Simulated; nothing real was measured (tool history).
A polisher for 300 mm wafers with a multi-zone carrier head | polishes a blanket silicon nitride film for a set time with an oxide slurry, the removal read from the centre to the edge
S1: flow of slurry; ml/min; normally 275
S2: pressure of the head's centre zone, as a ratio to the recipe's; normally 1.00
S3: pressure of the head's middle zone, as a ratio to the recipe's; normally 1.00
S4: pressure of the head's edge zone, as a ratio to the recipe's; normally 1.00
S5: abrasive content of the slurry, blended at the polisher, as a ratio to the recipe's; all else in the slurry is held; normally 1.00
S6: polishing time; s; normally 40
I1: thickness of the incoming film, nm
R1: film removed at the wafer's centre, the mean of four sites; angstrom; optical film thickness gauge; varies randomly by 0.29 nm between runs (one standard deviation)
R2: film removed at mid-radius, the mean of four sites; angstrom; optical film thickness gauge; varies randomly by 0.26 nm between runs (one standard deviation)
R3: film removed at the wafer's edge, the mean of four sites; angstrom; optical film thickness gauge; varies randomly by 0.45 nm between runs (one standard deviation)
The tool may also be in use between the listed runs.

run     day   S1    S2    S3    S4    S5  S6     I1   R1   R2   R3
  1   0.000  275  1.00  1.00  1.00  1.00  40  323.2  282  301  290
  2   4.262  275  1.00  1.00  1.00  1.00  40  324.4  273  287  290
  3   7.112  320  1.00  1.00  1.00  1.00  40  320.2  276  286  281
      7.742  -- worn pad replaced by a new one
  4   8.162  275  1.00  1.00  1.00  1.00  40  317.0  292  302  299
  5  10.262  275  1.00  1.00  1.00  1.00  40  322.6  280  291  294
  6  12.558  340  1.00  1.00  1.00  1.00  40  318.5  280  291  289
  7  13.704  275  1.00  1.00  1.00  1.00  40  318.6  272  281  280
     15.862  -- carrier head's membrane replaced by a new one
  8  16.100  275  1.00  1.00  1.00  1.00  40  320.4  266  275  282
     17.800  -- slurry nozzle cleaned
     18.438  -- worn pad replaced by a new one
  9  24.750  275  1.00  1.00  1.00  1.00  40  323.2  284  296  287
 10  26.633  275  1.00  1.00  1.00  1.00  40  321.2  282  290  293
     28.654  -- worn pad replaced by a new one
 11  29.146  275  1.00  1.00  1.00  1.00  40  323.9  299  313  314
 12  31.346  275  1.00  1.00  1.00  1.00  40  318.2  281  300  298
     31.938  -- centre zone pressure recalibrated
 13  32.454  210  0.90  1.06  1.00  1.00  28  326.9  178  209  201
 14  34.458  275  1.00  1.00  1.00  1.00  31  318.0  220  225  224
 15  35.808  245  1.00  1.00  0.96  1.00  40  317.6  272  285  281
     37.738  -- edge zone pressure recalibrated
     38.767  -- worn pad replaced by a new one
 16  38.788  275  0.96  1.00  1.00  1.00  46  314.8  330  355  353
 17  41.242  275  1.00  1.00  1.00  0.80  47  313.9  280  294  292
 18  42.292  275  1.06  1.00  1.00  1.00  40  320.0  291  283  283
 19  43.629  210  1.00  1.11  1.00  1.00  40  320.1  265  298  278
 20  46.383  200  1.00  1.00  1.00  1.00  40  317.0  255  275  274
 21  48.196  275  1.00  1.00  1.00  1.00  40  317.0  266  276  278

Forecast each of these 4 alternatives for the next run:
  A  48.212  275  1.00  1.00  1.00  1.00  40  323.6   ?   ?   ?
  B  48.212  195  1.00  1.00  1.07  0.75  54  323.6   ?   ?   ?
  C  48.212  275  1.00  1.00  1.00  1.00  30  323.6   ?   ?   ?
  D  48.212  210  0.97  1.00  0.90  1.00  40  323.6   ?   ?   ?

run   R1   R2   R3
  A  266  280  282
  B  275  291  307
  C  199  210  211
  D  249  270  261
Without the tool's unlogged condition, the same runs would have read:
run   R1   R2   R3
  A  309  324  322
  B  325  342  354
  C  232  243  241
  D  294  316  301
